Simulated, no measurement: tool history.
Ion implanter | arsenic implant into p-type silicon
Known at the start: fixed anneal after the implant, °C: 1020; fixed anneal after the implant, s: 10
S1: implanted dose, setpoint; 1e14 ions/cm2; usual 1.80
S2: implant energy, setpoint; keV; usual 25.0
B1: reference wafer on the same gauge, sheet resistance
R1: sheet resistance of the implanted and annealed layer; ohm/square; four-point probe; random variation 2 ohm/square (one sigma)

Run 1, day 0.000: usual settings but S2 31.0 keV; B1 402.33. Result: R1 444.24 ohm/square.
Run 2, day 1.350: usual settings but S2 31.0 keV; B1 402.12. Result: R1 445.34 ohm/square.
Run 3, day 2.592: usual settings but S2 31.0 keV; B1 401.95. Result: R1 449.07 ohm/square.
Run 4, day 3.533: usual settings but S1 2.22 1e14 ions/cm2, S2 20.0 keV; B1 401.22. Result: R1 408.72 ohm/square.
Run 5, day 4.071: usual settings but S1 2.22 1e14 ions/cm2, S2 20.0 keV; B1 401.71. Result: R1 406.76 ohm/square.
Run 6, day 5.146: usual settings; B1 401.53. Result: R1 464.18 ohm/square.
Run 7, day 5.867: usual settings; B1 401.84. Result: R1 466.39 ohm/square.
Run 8, day 6.975: usual settings; B1 402.18. Result: R1 467.02 ohm/square.
Run 9, day 8.254: usual settings; B1 401.23. Result: R1 467.50 ohm/square.
Run 10, day 9.108: usual settings; B1 402.31. Result: R1 468.68 ohm/square.
Run 11, day 9.996: usual settings but S2 31.0 keV; B1 401.31. Result: R1 451.31 ohm/square.
Run 12, day 11.162: usual settings but S1 1.46 1e14 ions/cm2, S2 21.5 keV; B1 402.09. Result: R1 559.04 ohm/square.
Run 13, day 12.179: usual settings but S2 31.0 keV; B1 402.78. Result: R1 449.12 ohm/square.
Run 14, day 12.883: usual settings but S2 31.0 keV; B1 402.05. Result: R1 451.88 ohm/square.
Run 15, day 13.450: usual settings but S2 30.5 keV; B1 401.87. Result: R1 456.80 ohm/square.
Run 16, day 14.288: usual settings but S1 2.28 1e14 ions/cm2, S2 30.5 keV; B1 402.03. Result: R1 382.64 ohm/square.

Run 17 comes next. What will it give?
At day 14.721: Faraday cup replaced and dose calibrated.
At day 15.583: extraction supply calibrated.
At day 15.779: gauge calibrated.
Run 17, day 15.783: usual settings but S1 2.17 1e14 ions/cm2; B1 ?. Result: R1 ?.

B1: 402.26
R1: 391.47 ohm/square
Without the tool's hidden state the same run would have given R1 393.19 ohm/square.
